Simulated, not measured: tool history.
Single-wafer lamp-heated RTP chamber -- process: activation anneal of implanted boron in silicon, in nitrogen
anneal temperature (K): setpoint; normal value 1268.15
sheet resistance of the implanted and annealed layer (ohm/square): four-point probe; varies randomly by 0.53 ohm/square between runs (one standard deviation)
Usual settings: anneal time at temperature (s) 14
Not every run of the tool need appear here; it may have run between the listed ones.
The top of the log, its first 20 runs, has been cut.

run    hour  anneal temperature (K)  anneal time at temperature (s)  wafers since the last listed run  wafers since the last pyrometer calibration  wafers since the reflector plate was cleaned  hours since the gauge calibration  read-back reference wafer on the same gauge, sheet resistance  sheet resistance of the implanted and annealed layer (ohm/square)
 21  1501.9                 1268.15                               7                              1294                                         3574                                          9327                              457.5                                                         228.23                                                             192.04
     1519.0  -- reflector plate cleaned
 22  1575.7                 1281.15                               9                               838                                         4413                                           721                              531.3                                                         227.97                                                             188.46
 23  1614.2                 1292.15                               8                               490                                         4903                                          1212                              569.8                                                         228.12                                                             185.50
 24  1716.6                 1247.15                              14                              1304                                         6207                                          2516                              672.2                                                         228.04                                                             208.73
 25  1880.5                 1249.15                              17                              2087                                         8295                                          4604                              836.1                                                         227.77                                                             202.60
     1896.0  -- pyrometer window cleaned and pyrometer calibrated
 26  1980.9                 1259.15                              10                              1177                                         1081                                          5781                              936.5                                                         227.99                                                             197.85
 27  2142.1                 1268.15                              14                              2053                                         3135                                          7835                             1097.7                                                         228.25                                                             188.87
     2230.3  -- reflector plate cleaned
 28  2246.1                 1243.15                              19                              1222                                         4358                                           200                             1201.7                                                         227.97                                                             209.79
 29  2313.7                 1284.15                              14                               861                                         5219                                          1062                             1269.3                                                         227.71                                                             186.35
 30  2352.7                 1268.15                              14                               496                                         5716                                          1558                             1308.3                                                         227.95                                                             192.39
 31  2416.6                 1279.15                              18                               814                                         6530                                          2372                             1372.2                                                         228.35                                                             186.95
 32  2460.7                 1268.15                              14                               561                                         7092                                          2934                             1416.3                                                         227.84                                                             192.17
 33  2509.1                 1254.15                              19                               616                                         7708                                          3551                             1464.7                                                         228.03                                                             198.61
 34  2577.2                 1238.15                               9                               867                                         8576                                          4418                             1532.8                                                         227.86                                                             225.15
     2593.0  -- pyrometer window cleaned and pyrometer calibrated
 35  2665.4                 1289.15                               9                              1021                                          922                                          5440                             1621.0                                                         228.03                                                             186.22

Alternative continuations, all from the tool just after run 35; predict every row:
  A  2665.8                 1283.15                              14                                 5                                          927                                          5445                             1621.4                                                              ?                                                                  ?
  B  2665.8                 1296.15                              19                                 5                                          927                                          5445                             1621.4                                                              ?                                                                  ?
  C  2665.8                 1249.15                              21                                 5                                          927                                          5445                             1621.4                                                              ?                                                                  ?
  D  2665.8                 1286.15                              21                                 5                                          927                                          5445                             1621.4                                                              ?                                                                  ?
  E  2665.8                 1291.15                              14                                 5                                          927                                          5445                             1621.4                                                              ?                                                                  ?

run  read-back reference wafer on the same gauge, sheet resistance  sheet resistance of the implanted and annealed layer (ohm/square)
  A                                                         227.79                                                             185.64
  B                                                         227.79                                                             182.91
  C                                                         227.79                                                             200.26
  D                                                         227.79                                                             184.12
  E                                                         227.79                                                             184.22
With no hidden state in the tool, these same runs would have given:
run  sheet resistance of the implanted and annealed layer (ohm/square)
  A                                                             186.22
  B                                                             183.23
  C                                                             202.59
  D                                                             184.57
  E                                                             184.62
